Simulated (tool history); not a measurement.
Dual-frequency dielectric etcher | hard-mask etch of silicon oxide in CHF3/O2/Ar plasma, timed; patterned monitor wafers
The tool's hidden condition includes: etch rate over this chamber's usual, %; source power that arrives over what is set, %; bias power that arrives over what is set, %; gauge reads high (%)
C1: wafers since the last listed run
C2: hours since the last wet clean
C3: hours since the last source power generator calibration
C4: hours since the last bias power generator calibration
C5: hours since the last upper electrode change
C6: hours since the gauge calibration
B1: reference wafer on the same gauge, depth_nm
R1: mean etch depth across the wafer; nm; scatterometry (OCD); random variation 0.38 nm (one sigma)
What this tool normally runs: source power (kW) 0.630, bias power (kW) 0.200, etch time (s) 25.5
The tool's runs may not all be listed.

run 1 hour=0.0 | source_power_(kW)=0.630 bias_power_(kW)=0.177 etch_time_(s)=22.0 | C1=0 C2=9.8 C3=3001.5 C4=1486.4 C5=4067.7 C6=432.5 | B1=58.9 | R1=50.4
run 2 hour=10.4 | source_power_(kW)=0.630 bias_power_(kW)=0.177 etch_time_(s)=22.0 | C1=138 C2=20.2 C3=3011.9 C4=1496.8 C5=4078.1 C6=442.9 | B1=59.2 | R1=50.9
run 3 hour=19.2 | source_power_(kW)=0.630 bias_power_(kW)=0.200 etch_time_(s)=25.5 | C1=116 C2=29.0 C3=3020.7 C4=1505.6 C5=4086.9 C6=451.7 | B1=59.1 | R1=60.3
run 4 hour=32.9 | source_power_(kW)=0.630 bias_power_(kW)=0.200 etch_time_(s)=25.5 | C1=182 C2=42.7 C3=3034.4 C4=1519.3 C5=4100.6 C6=465.4 | B1=59.1 | R1=60.4
-- hour=63.3 wet clean of the chamber, repeated, since the last time left the tool worse
run 5 hour=63.8 | source_power_(kW)=0.540 bias_power_(kW)=0.200 etch_time_(s)=27.5 | C1=91 C2=0.5 C3=3065.3 C4=1550.2 C5=4131.5 C6=496.3 | B1=59.2 | R1=55.6
run 6 hour=64.1 | source_power_(kW)=0.630 bias_power_(kW)=0.200 etch_time_(s)=25.5 | C1=3 C2=0.8 C3=3065.6 C4=1550.5 C5=4131.8 C6=496.6 | B1=59.2 | R1=56.5
run 7 hour=66.3 | source_power_(kW)=0.630 bias_power_(kW)=0.200 etch_time_(s)=25.5 | C1=29 C2=3.0 C3=3067.8 C4=1552.7 C5=4134.0 C6=498.8 | B1=59.0 | R1=57.1
run 8 hour=75.5 | source_power_(kW)=0.630 bias_power_(kW)=0.200 etch_time_(s)=25.5 | C1=122 C2=12.2 C3=3077.0 C4=1561.9 C5=4143.2 C6=508.0 | B1=59.1 | R1=57.5
run 9 hour=86.1 | source_power_(kW)=0.630 bias_power_(kW)=0.200 etch_time_(s)=25.5 | C1=140 C2=22.8 C3=3087.6 C4=1572.5 C5=4153.8 C6=518.6 | B1=59.2 | R1=57.1
run 10 hour=92.2 | source_power_(kW)=0.630 bias_power_(kW)=0.232 etch_time_(s)=25.5 | C1=81 C2=28.9 C3=3093.7 C4=1578.6 C5=4159.9 C6=524.7 | B1=59.0 | R1=60.3
run 11 hour=108.0 | source_power_(kW)=0.530 bias_power_(kW)=0.164 etch_time_(s)=32.0 | C1=209 C2=44.7 C3=3109.5 C4=1594.4 C5=4175.7 C6=540.5 | B1=59.1 | R1=59.4
-- hour=113.1 gauge calibrated
run 12 hour=114.1 | source_power_(kW)=0.630 bias_power_(kW)=0.200 etch_time_(s)=25.5 | C1=81 C2=50.8 C3=3115.6 C4=1600.5 C5=4181.8 C6=1.0 | B1=59.1 | R1=57.2
run 13 hour=129.5 | source_power_(kW)=0.630 bias_power_(kW)=0.200 etch_time_(s)=25.5 | C1=204 C2=66.2 C3=3131.0 C4=1615.9 C5=4197.2 C6=16.4 | B1=59.1 | R1=56.6
run 14 hour=147.3 | source_power_(kW)=0.630 bias_power_(kW)=0.180 etch_time_(s)=25.5 | C1=236 C2=84.0 C3=3148.8 C4=1633.7 C5=4215.0 C6=34.2 | B1=59.2 | R1=55.1
-- hour=164.9 source power generator calibrated
-- hour=179.6 upper electrode replaced
run 15 hour=180.1 | source_power_(kW)=0.560 bias_power_(kW)=0.200 etch_time_(s)=31.0 | C1=187 C2=116.8 C3=15.2 C4=1666.5 C5=0.5 C6=67.0 | B1=59.2 | R1=64.7
run 16 hour=180.5 | source_power_(kW)=0.750 bias_power_(kW)=0.165 etch_time_(s)=30.0 | C1=5 C2=117.2 C3=15.6 C4=1666.9 C5=0.9 C6=67.4 | B1=59.1 | R1=70.2
run 17 hour=184.0 | source_power_(kW)=0.700 bias_power_(kW)=0.200 etch_time_(s)=31.5 | C1=46 C2=120.7 C3=19.1 C4=1670.4 C5=4.4 C6=70.9 | B1=59.1 | R1=75.6
run 18 hour=190.3 | source_power_(kW)=0.520 bias_power_(kW)=0.164 etch_time_(s)=25.5 | C1=83 C2=127.0 C3=25.4 C4=1676.7 C5=10.7 C6=77.2 | B1=59.0 | R1=47.5
run 19 hour=204.6 | source_power_(kW)=0.670 bias_power_(kW)=0.179 etch_time_(s)=18.5 | C1=190 C2=141.3 C3=39.7 C4=1691.0 C5=25.0 C6=91.5 | B1=59.2 | R1=41.0
run 20 hour=211.2 | source_power_(kW)=0.630 bias_power_(kW)=0.200 etch_time_(s)=25.5 | C1=87 C2=147.9 C3=46.3 C4=1697.6 C5=31.6 C6=98.1 | B1=59.2 | R1=57.5
-- hour=221.7 bias power generator calibrated
run 21 hour=222.7 | source_power_(kW)=0.720 bias_power_(kW)=0.239 etch_time_(s)=32.0 | C1=99 C2=159.4 C3=57.8 C4=1.0 C5=43.1 C6=109.6 | B1=59.1 | R1=82.9
run 22 hour=233.9 | source_power_(kW)=0.630 bias_power_(kW)=0.173 etch_time_(s)=32.0 | C1=148 C2=170.6 C3=69.0 C4=12.2 C5=54.3 C6=120.8 | B1=59.0 | R1=69.4
run 23 hour=247.1 | source_power_(kW)=0.630 bias_power_(kW)=0.200 etch_time_(s)=25.5 | C1=175 C2=183.8 C3=82.2 C4=25.4 C5=67.5 C6=134.0 | B1=59.2 | R1=56.9
run 24 hour=255.1 | source_power_(kW)=0.760 bias_power_(kW)=0.200 etch_time_(s)=21.0 | C1=106 C2=191.8 C3=90.2 C4=33.4 C5=75.5 C6=142.0 | B1=59.0 | R1=52.8
run 25 hour=283.4 | source_power_(kW)=0.750 bias_power_(kW)=0.200 etch_time_(s)=25.5 | C1=376 C2=220.1 C3=118.5 C4=61.7 C5=103.8 C6=170.3 | B1=59.1 | R1=64.4
run 26 hour=299.8 | source_power_(kW)=0.750 bias_power_(kW)=0.200 etch_time_(s)=25.5 | C1=217 C2=236.5 C3=134.9 C4=78.1 C5=120.2 C6=186.7 | B1=59.0 | R1=64.4
run 27 hour=309.5 | source_power_(kW)=0.540 bias_power_(kW)=0.200 etch_time_(s)=25.5 | C1=128 C2=246.2 C3=144.6 C4=87.8 C5=129.9 C6=196.4 | B1=59.2 | R1=52.6
run 28 hour=317.3 | source_power_(kW)=0.560 bias_power_(kW)=0.174 etch_time_(s)=28.5 | C1=103 C2=254.0 C3=152.4 C4=95.6 C5=137.7 C6=204.2 | B1=59.1 | R1=57.7
run 29 hour=331.9 | source_power_(kW)=0.570 bias_power_(kW)=0.153 etch_time_(s)=30.0 | C1=194 C2=268.6 C3=167.0 C4=110.2 C5=152.3 C6=218.8 | B1=59.0 | R1=58.9
run 30 hour=343.6 | source_power_(kW)=0.570 bias_power_(kW)=0.154 etch_time_(s)=30.0 | C1=155 C2=280.3 C3=178.7 C4=121.9 C5=164.0 C6=230.5 | B1=59.1 | R1=59.0
run 31 hour=353.0 | source_power_(kW)=0.730 bias_power_(kW)=0.200 etch_time_(s)=19.0 | C1=124 C2=289.7 C3=188.1 C4=131.3 C5=173.4 C6=239.9 | B1=59.1 | R1=47.3

For each entry between runs, how does the tool's hidden state at the last listed run before it compare with that at the first listed run after it?
Run 4 -> run 5: wet clean of the chamber, repeated, since the last time left the tool worse (hour 63.3)
  etch rate over this chamber's usual, %: 6.68 -> -0.157
  difference, measured minus the result without the unlogged condition, R1: +3.7 -> -0.1 nm
Run 11 -> run 12: gauge calibrated (hour 113.1)
  etch rate over this chamber's usual, %: 0.173 -> 0.218
  difference, measured minus the result without the unlogged condition, R1: +0.1 -> +0.2 nm
Run 14 -> run 15: source power generator calibrated (hour 164.9); upper electrode replaced (hour 179.6)
  etch rate over this chamber's usual, %: 0.466 -> 0.71
  difference, measured minus the result without the unlogged condition, R1: +0.2 -> +0.4 nm
Run 20 -> run 21: bias power generator calibrated (hour 221.7)
  etch rate over this chamber's usual, %: 0.943 -> 1.03
  difference, measured minus the result without the unlogged condition, R1: +0.5 -> +0.9 nm
